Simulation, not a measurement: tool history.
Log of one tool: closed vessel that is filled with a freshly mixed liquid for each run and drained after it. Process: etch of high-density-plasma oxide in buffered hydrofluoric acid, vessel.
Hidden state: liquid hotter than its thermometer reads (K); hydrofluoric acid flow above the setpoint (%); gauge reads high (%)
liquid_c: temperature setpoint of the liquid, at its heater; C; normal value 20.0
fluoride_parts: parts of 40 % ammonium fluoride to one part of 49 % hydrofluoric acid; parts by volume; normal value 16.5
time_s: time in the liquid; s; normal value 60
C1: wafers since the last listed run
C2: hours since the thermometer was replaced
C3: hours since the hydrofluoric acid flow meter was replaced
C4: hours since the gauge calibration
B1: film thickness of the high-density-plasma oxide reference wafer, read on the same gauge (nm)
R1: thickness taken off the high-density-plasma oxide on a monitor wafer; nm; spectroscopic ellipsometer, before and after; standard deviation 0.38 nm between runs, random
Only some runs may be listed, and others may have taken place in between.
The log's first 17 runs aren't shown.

Run 18, hour 201.4: usual settings but liquid_c 17.0 C, time_s 70 s; C1 1716; C2 71.0; C3 29.5; C4 42.7; B1 59.99. Result: R1 54.73 nm.
At hour 231.2: hydrofluoric acid flow meter replaced, repeated, since the last time left the tool worse.
Run 19, hour 239.5: usual settings but liquid_c 25.0 C, time_s 80 s; C1 4751; C2 109.1; C3 8.3; C4 80.8; B1 60.01. Result: R1 84.84 nm.
Run 20, hour 247.7: usual settings but liquid_c 25.0 C, fluoride_parts 20.5 parts by volume, time_s 75 s; C1 1050; C2 117.3; C3 16.5; C4 89.0; B1 60.01. Result: R1 64.11 nm.
Run 21, hour 257.8: usual settings but liquid_c 23.5 C, fluoride_parts 14.5 parts by volume, time_s 90 s; C1 1293; C2 127.4; C3 26.6; C4 99.1; B1 60.00. Result: R1 101.51 nm.
Run 22, hour 274.3: usual settings but liquid_c 17.0 C, fluoride_parts 10.5 parts by volume, time_s 85 s; C1 2113; C2 143.9; C3 43.1; C4 115.6; B1 60.00. Result: R1 91.41 nm.
Run 23, hour 281.2: usual settings; C1 883; C2 150.8; C3 50.0; C4 122.5; B1 59.99. Result: R1 49.05 nm.
Run 24, hour 293.2: usual settings but fluoride_parts 12.5 parts by volume, time_s 35 s; C1 1536; C2 162.8; C3 62.0; C4 134.5; B1 59.98. Result: R1 37.26 nm.
Run 25, hour 310.3: usual settings but liquid_c 23.5 C, time_s 45 s; C1 2190; C2 179.9; C3 79.1; C4 151.6; B1 59.99. Result: R1 44.89 nm.
Run 26, hour 319.3: usual settings; C1 1152; C2 188.9; C3 88.1; C4 160.6; B1 60.01. Result: R1 49.23 nm.
Run 27, hour 367.1: usual settings; C1 6122; C2 236.7; C3 135.9; C4 208.4; B1 60.01. Result: R1 49.09 nm.
Run 28, hour 377.8: usual settings but liquid_c 24.5 C, fluoride_parts 18.0 parts by volume, time_s 80 s; C1 1370; C2 247.4; C3 146.6; C4 219.1; B1 60.00. Result: R1 76.47 nm.
Run 29, hour 387.5: usual settings; C1 1242; C2 257.1; C3 156.3; C4 228.8; B1 60.02. Result: R1 49.11 nm.

The next listed run, before its measurement:
Run 30, hour 400.1: usual settings but liquid_c 24.5 C, fluoride_parts 18.0 parts by volume, time_s 80 s; C1 1613; C2 269.7; C3 168.9; C4 241.4; B1 ?. Result: R1 ?.

B1: 60.01
R1: 77.87 nm
With no hidden state in the tool, this same run would have given R1 76.08 nm.

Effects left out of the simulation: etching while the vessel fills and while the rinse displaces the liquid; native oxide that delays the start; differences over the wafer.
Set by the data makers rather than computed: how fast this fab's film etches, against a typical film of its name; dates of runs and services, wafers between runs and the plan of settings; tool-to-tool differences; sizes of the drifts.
